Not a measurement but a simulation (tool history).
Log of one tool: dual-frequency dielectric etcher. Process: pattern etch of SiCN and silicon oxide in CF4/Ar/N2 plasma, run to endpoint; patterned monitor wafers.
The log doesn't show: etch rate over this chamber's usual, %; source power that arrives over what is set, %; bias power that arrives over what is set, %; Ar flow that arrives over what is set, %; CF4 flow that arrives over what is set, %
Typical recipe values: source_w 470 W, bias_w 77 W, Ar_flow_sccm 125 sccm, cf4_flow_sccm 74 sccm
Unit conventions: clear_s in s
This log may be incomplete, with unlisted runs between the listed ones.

run	hour	source_w	bias_w	Ar_flow_sccm	cf4_flow_sccm	wafers since the last listed run	hours since the last wet clean	hours since the last source power generator calibration	hours since the last bias power generator calibration	hours since the last Ar flow controller change	hours since the last CF4 flow controller change	hours since the last upper electrode change	incoming incoming film thickness, nm	clear_s
1	0	470	77	125	80	0	375.1	1556.9	3643.8	3087.4	2387.3	3008.9	14.2	17
# hour 19.8: wet clean of the chamber
2	62.4	470	77	125	80	695	42.6	1619.3	3706.2	3149.8	2449.7	3071.3	14.47	17.2
3	118.6	470	77	125	80	918	98.8	1675.5	3762.4	3206	2505.9	3127.5	14.12	16.9
4	187	440	77	125	74	1117	167.2	1743.9	3830.8	3274.4	2574.3	3195.9	14.08	18.1
5	312.8	440	77	125	74	2055	293	1869.7	3956.6	3400.2	2700.1	3321.7	14.35	18.3
6	363.4	470	77	125	74	826	343.6	1920.3	4007.2	3450.8	2750.7	3372.3	14.18	17
# hour 412.7: wet clean of the chamber
7	413.2	470	77	125	74	421	0.5	1970.1	4057	3500.6	2800.5	3422.1	14.09	17.1
8	469.9	470	77	125	84	926	57.2	2026.8	4113.7	3557.3	2857.2	3478.8	14.23	16.7
9	495.8	470	77	125	84	423	83.1	2052.7	4139.6	3583.2	2883.1	3504.7	14.13	16.7
# hour 572: upper electrode replaced
10	572.5	470	77	125	84	861	159.8	2129.4	4216.3	3659.9	2959.8	0.5	14.28	16.9
11	594.7	470	77	125	74	362	182	2151.6	4238.5	3682.1	2982	22.7	14.24	17.1
12	661	570	84	148	82	1083	248.3	2217.9	4304.8	3748.4	3048.3	89	14.26	14.2
13	732.1	470	92	125	74	1161	319.4	2289	4375.9	3819.5	3119.4	160.1	14.19	16
# hour 752.5: bias power generator calibrated
14	759.8	510	94	140	67	387	347.1	2316.7	7.3	3847.2	3147.1	187.8	14.32	15.4
# hour 799.8: wet clean of the chamber
# hour 831.3: Ar flow controller replaced
15	831.8	470	77	125	74	686	32	2388.7	79.3	0.5	3219.1	259.8	14.15	17
# hour 838.1: source power generator calibrated
16	883.3	390	77	152	74	776	83.5	45.2	130.8	52	3270.6	311.3	14.24	21.2
# hour 919: CF4 flow controller replaced
17	953.3	470	77	113	88	1045	153.5	115.2	200.8	122	34.3	381.3	14.01	16.9
18	996.5	570	77	112	74	705	196.7	158.4	244	165.2	77.5	424.5	14.14	14.7
19	1023.7	470	77	94	82	444	223.9	185.6	271.2	192.4	104.7	451.7	14.37	17
20	1081.1	590	66	96	65	937	281.3	243	328.6	249.8	162.1	509.1	14.25	15
# hour 1150: wet clean of the chamber
21	1150.5	470	77	125	74	741	0.5	312.4	398	319.2	231.5	578.5	14.29	17.6
22	1197.9	510	77	125	83	774	47.9	359.8	445.4	366.6	278.9	625.9	14.18	16.2

Exercise: give the hidden state of the tool at every run:
etch rate over this chamber's usual, %: 0, the same for each run
bias power that arrives over what is set, %: 0, the same for each run
Ar flow that arrives over what is set, %: 0, the same for each run
CF4 flow that arrives over what is set, %: 0, the same for each run
H1: source power that arrives over what is set, %
run	H1
1	2.58
2	2.69
3	2.79
4	2.92
5	3.14
6	3.24
7	3.33
8	3.43
9	3.48
10	3.61
11	3.65
12	3.78
13	3.9
14	3.95
15	4.08
16	-0.449
17	-0.322
18	-0.243
19	-0.194
20	-0.0902
21	0.0356
22	0.121
